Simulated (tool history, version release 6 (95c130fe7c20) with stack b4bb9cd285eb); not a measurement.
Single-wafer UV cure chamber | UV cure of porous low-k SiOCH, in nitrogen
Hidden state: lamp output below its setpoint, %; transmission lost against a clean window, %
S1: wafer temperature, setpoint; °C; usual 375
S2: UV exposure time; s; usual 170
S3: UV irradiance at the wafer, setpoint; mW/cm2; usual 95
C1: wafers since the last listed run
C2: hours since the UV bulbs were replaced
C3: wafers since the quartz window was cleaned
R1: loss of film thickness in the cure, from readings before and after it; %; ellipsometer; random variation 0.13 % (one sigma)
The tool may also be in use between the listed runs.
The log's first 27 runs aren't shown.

At hour 337.3: quartz window cleaned.
Run 28, hour 337.8: usual settings but S3 77 mW/cm2; C1 44; C2 172.8; C3 4. Result: R1 10.555 %.
Run 29, hour 348.4: usual settings but S1 388 °C, S2 110 s, S3 109 mW/cm2; C1 93; C2 183.4; C3 97. Result: R1 10.479 %.
Run 30, hour 364.3: usual settings but S1 368 °C, S3 70 mW/cm2; C1 140; C2 199.3; C3 237. Result: R1 10.125 %.
Run 31, hour 377.5: usual settings but S2 110 s, S3 59 mW/cm2; C1 116; C2 212.5; C3 354. Result: R1 7.299 %.
Run 32, hour 385.1: usual settings but S2 80 s; C1 66; C2 220.1; C3 421. Result: R1 8.089 %.
Run 33, hour 401.4: usual settings but S1 369 °C, S2 205 s; C1 143; C2 236.4; C3 564. Result: R1 12.48 %.
Run 34, hour 409.1: usual settings but S1 358 °C, S2 235 s, S3 74 mW/cm2; C1 67; C2 244.1; C3 632. Result: R1 11.728 %.
Run 35, hour 424: usual settings but S1 393 °C, S2 130 s; C1 131; C2 259; C3 764. Result: R1 10.506 %.
Run 36, hour 441.8: usual settings but S1 363 °C, S3 129 mW/cm2; C1 156; C2 276.8; C3 920. Result: R1 12.723 %.
At hour 461.2: quartz window cleaned.
Run 37, hour 461.7: usual settings but S1 365 °C, S2 240 s; C1 104; C2 296.7; C3 4. Result: R1 13.047 %.

Forecast each of these 4 alternatives for the next run:
Run A, hour 462.1: usual settings but S3 125 mW/cm2; C1 3; C2 297.1; C3 7. Result: R1 ?.
Run B, hour 462.1: usual settings but S3 132 mW/cm2; C1 3; C2 297.1; C3 7. Result: R1 ?.
Run C, hour 462.1: usual settings but S2 70 s, S3 73 mW/cm2; C1 3; C2 297.1; C3 7. Result: R1 ?.
Run D, hour 462.1: usual settings but S1 385 °C, S2 145 s, S3 119 mW/cm2; C1 3; C2 297.1; C3 7. Result: R1 ?.

run      R1
  A  12.999
  B  13.276
  C    6.23
  D  12.155
Without the tool's hidden state the same runs would have given:
run      R1
  A  13.595
  B  13.876
  C   6.731
  D  12.742

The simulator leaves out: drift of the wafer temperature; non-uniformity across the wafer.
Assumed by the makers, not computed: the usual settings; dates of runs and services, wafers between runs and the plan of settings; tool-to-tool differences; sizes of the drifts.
